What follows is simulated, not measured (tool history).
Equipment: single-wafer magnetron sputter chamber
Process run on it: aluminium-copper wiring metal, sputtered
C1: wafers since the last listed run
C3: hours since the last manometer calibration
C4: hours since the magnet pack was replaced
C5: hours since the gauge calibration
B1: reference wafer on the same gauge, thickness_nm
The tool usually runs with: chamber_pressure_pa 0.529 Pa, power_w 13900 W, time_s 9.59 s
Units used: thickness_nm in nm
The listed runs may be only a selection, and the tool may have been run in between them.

run 1 day=0.000 | chamber_pressure_pa=0.529 power_w=13900 time_s=9.59 | C1=0 wafers_on_the_sputter_target=956 C3=697.8 C4=9615.7 C5=364.8 | B1=226.014 | thickness_nm=231.658
run 2 day=1.750 | chamber_pressure_pa=0.529 power_w=13900 time_s=9.59 | C1=901 wafers_on_the_sputter_target=1857 C3=739.8 C4=9657.7 C5=406.8 | B1=226.163 | thickness_nm=229.439
run 3 day=3.250 | chamber_pressure_pa=0.529 power_w=13900 time_s=9.59 | C1=772 wafers_on_the_sputter_target=2630 C3=775.8 C4=9693.7 C5=442.8 | B1=226.357 | thickness_nm=228.194
run 4 day=5.262 | chamber_pressure_pa=0.635 power_w=13900 time_s=9.59 | C1=1037 wafers_on_the_sputter_target=3667 C3=824.1 C4=9742.0 C5=491.1 | B1=225.757 | thickness_nm=220.364
run 5 day=7.121 | chamber_pressure_pa=0.529 power_w=15550 time_s=9.59 | C1=957 wafers_on_the_sputter_target=4625 C3=868.7 C4=9786.6 C5=535.7 | B1=226.274 | thickness_nm=253.647
-- day=8.454 sputter target and shields replaced
run 6 day=8.779 | chamber_pressure_pa=0.529 power_w=13900 time_s=9.59 | C1=682 wafers_on_the_sputter_target=167 C3=908.5 C4=9826.4 C5=575.5 | B1=226.344 | thickness_nm=234.464
run 7 day=11.121 | chamber_pressure_pa=0.529 power_w=13900 time_s=9.59 | C1=1206 wafers_on_the_sputter_target=1374 C3=964.7 C4=9882.6 C5=631.7 | B1=226.170 | thickness_nm=232.325
run 8 day=13.471 | chamber_pressure_pa=0.529 power_w=13900 time_s=9.59 | C1=1211 wafers_on_the_sputter_target=2585 C3=1021.1 C4=9939.0 C5=688.1 | B1=225.711 | thickness_nm=230.670
run 9 day=15.112 | chamber_pressure_pa=0.529 power_w=13900 time_s=8.58 | C1=845 wafers_on_the_sputter_target=3431 C3=1060.5 C4=9978.4 C5=727.5 | B1=225.860 | thickness_nm=204.462
run 10 day=17.075 | chamber_pressure_pa=0.529 power_w=13900 time_s=8.58 | C1=1011 wafers_on_the_sputter_target=4442 C3=1107.6 C4=10025.5 C5=774.6 | B1=226.162 | thickness_nm=206.623
-- day=17.750 sputter target and shields replaced
run 11 day=19.279 | chamber_pressure_pa=0.529 power_w=13900 time_s=9.59 | C1=964 wafers_on_the_sputter_target=789 C3=1160.5 C4=10078.4 C5=827.5 | B1=226.050 | thickness_nm=233.853
run 12 day=20.483 | chamber_pressure_pa=0.529 power_w=13900 time_s=9.59 | C1=620 wafers_on_the_sputter_target=1409 C3=1189.4 C4=10107.3 C5=856.4 | B1=225.981 | thickness_nm=232.645
-- day=20.904 magnet pack replaced
run 13 day=22.700 | chamber_pressure_pa=0.529 power_w=13900 time_s=9.59 | C1=970 wafers_on_the_sputter_target=2380 C3=1242.6 C4=43.1 C5=909.6 | B1=225.768 | thickness_nm=230.748
-- day=23.279 capacitance manometer re-zeroed and calibrated
run 14 day=24.538 | chamber_pressure_pa=0.653 power_w=11000 time_s=11.07 | C1=775 wafers_on_the_sputter_target=3155 C3=30.2 C4=87.2 C5=953.7 | B1=226.085 | thickness_nm=199.375
-- day=25.650 sputter target and shields replaced
-- day=26.346 gauge calibrated
run 15 day=27.129 | chamber_pressure_pa=0.529 power_w=13900 time_s=9.59 | C1=1163 wafers_on_the_sputter_target=762 C3=92.4 C4=149.4 C5=18.8 | B1=226.046 | thickness_nm=229.234
run 16 day=29.242 | chamber_pressure_pa=0.656 power_w=16800 time_s=10.50 | C1=1088 wafers_on_the_sputter_target=1850 C3=143.1 C4=200.1 C5=69.5 | B1=226.215 | thickness_nm=284.426
run 17 day=30.554 | chamber_pressure_pa=0.337 power_w=16350 time_s=8.13 | C1=676 wafers_on_the_sputter_target=2527 C3=174.6 C4=231.6 C5=101.0 | B1=226.142 | thickness_nm=240.161
run 18 day=31.879 | chamber_pressure_pa=0.529 power_w=10850 time_s=9.59 | C1=682 wafers_on_the_sputter_target=3209 C3=206.4 C4=263.4 C5=132.8 | B1=225.752 | thickness_nm=177.817
-- day=33.871 sputter target and shields replaced
run 19 day=34.571 | chamber_pressure_pa=0.632 power_w=15050 time_s=9.59 | C1=1215 wafers_on_the_sputter_target=360 C3=271.0 C4=328.0 C5=197.4 | B1=225.835 | thickness_nm=240.697
run 20 day=37.204 | chamber_pressure_pa=0.466 power_w=13900 time_s=8.66 | C1=1357 wafers_on_the_sputter_target=1717 C3=334.2 C4=391.2 C5=260.6 | B1=226.253 | thickness_nm=210.825
run 21 day=40.150 | chamber_pressure_pa=0.529 power_w=13900 time_s=9.59 | C1=1518 wafers_on_the_sputter_target=3235 C3=404.9 C4=461.9 C5=331.3 | B1=226.246 | thickness_nm=226.672
run 22 day=42.042 | chamber_pressure_pa=0.529 power_w=13900 time_s=8.57 | C1=974 wafers_on_the_sputter_target=4210 C3=450.3 C4=507.3 C5=376.7 | B1=226.293 | thickness_nm=203.444
run 23 day=43.100 | chamber_pressure_pa=0.529 power_w=13900 time_s=9.59 | C1=545 wafers_on_the_sputter_target=4756 C3=475.7 C4=532.7 C5=402.1 | B1=225.937 | thickness_nm=226.511
-- day=43.525 sputter target and shields replaced
run 24 day=45.208 | chamber_pressure_pa=0.401 power_w=13900 time_s=7.86 | C1=914 wafers_on_the_sputter_target=866 C3=526.3 C4=583.3 C5=452.7 | B1=225.967 | thickness_nm=196.505

Below are 3 alternative next runs, each starting from the tool's condition after run 24. Predict each:
run A day=45.225 | chamber_pressure_pa=0.529 power_w=15750 time_s=9.59 | C1=8 wafers_on_the_sputter_target=875 C3=526.7 C4=583.7 C5=453.1 | B1=? | thickness_nm=?
run B day=45.225 | chamber_pressure_pa=0.380 power_w=11200 time_s=9.59 | C1=8 wafers_on_the_sputter_target=875 C3=526.7 C4=583.7 C5=453.1 | B1=? | thickness_nm=?
run C day=45.225 | chamber_pressure_pa=0.529 power_w=15800 time_s=10.17 | C1=8 wafers_on_the_sputter_target=875 C3=526.7 C4=583.7 C5=453.1 | B1=? | thickness_nm=?

run=A B1=226.047 thickness_nm=258.985
run=B B1=226.047 thickness_nm=197.090
run=C B1=226.047 thickness_nm=275.489
Had the tool no hidden state, the same runs would have come out as:
run=A thickness_nm=261.195
run=B thickness_nm=199.103
run=C thickness_nm=277.839

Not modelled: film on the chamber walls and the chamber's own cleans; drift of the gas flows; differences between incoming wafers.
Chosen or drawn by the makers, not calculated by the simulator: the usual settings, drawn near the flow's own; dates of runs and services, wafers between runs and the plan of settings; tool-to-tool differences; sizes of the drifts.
